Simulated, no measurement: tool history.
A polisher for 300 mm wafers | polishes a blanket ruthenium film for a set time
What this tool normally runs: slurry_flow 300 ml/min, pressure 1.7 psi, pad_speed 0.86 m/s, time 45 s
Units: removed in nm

run     day  slurry_flow  pressure  pad_speed  time  incoming thickness of the incoming film, nm  removed
  1   0.000          300       1.7       0.86    45                                        414.4     31.5
      0.975  -- head pressure recalibrated
  2   2.229          300       1.7       0.86    45                                        414.9     30.9
  3   5.154          300       1.7       0.86    45                                        424.9     31.1
      6.775  -- worn pad replaced by a new one
  4   6.892          335       1.7       0.86    39                                        413.0     26.9
  5  10.725          335       1.7       0.86    39                                        413.4     26.7
  6  12.829          335       1.7       0.86    39                                        419.9     27.0
  7  16.992          300       1.7       0.86    53                                        421.6     36.5
  8  18.658          300       1.7       0.86    53                                        416.2     36.4
     19.062  -- slurry nozzle cleaned
  9  21.158          300       1.7       0.86    53                                        417.5     38.6
 10  23.142          300       1.7       0.86    45                                        413.7     32.4
 11  26.912          300       1.7       0.86    45                                        419.1     30.5
     28.229  -- head pressure recalibrated
 12  30.950          300       1.7       0.86    45                                        421.6     31.8
 13  32.521          300       1.7       0.86    45                                        424.9     30.8
     33.217  -- worn pad replaced by a new one
 14  35.471          300       1.7       0.86    45                                        423.4     30.8
 15  38.458          300       1.7       0.86    45                                        421.3     30.9
 16  41.096          300       1.7       0.86    45                                        423.2     30.8
 17  43.350          365       1.5       0.86    45                                        415.9     28.4
     44.992  -- slurry nozzle cleaned
 18  46.496          300       1.7       0.58    45                                        419.0     26.0
 19  48.679          300       1.7       0.86    45                                        417.7     32.0

The next listed run, before its measurement:
 20  51.842          300       1.7       0.86    45                                        419.8        ?

removed: 31.0 nm
If the tool had no hidden condition, the same run with the same run-to-run variation would have returned removed 31.8 nm.

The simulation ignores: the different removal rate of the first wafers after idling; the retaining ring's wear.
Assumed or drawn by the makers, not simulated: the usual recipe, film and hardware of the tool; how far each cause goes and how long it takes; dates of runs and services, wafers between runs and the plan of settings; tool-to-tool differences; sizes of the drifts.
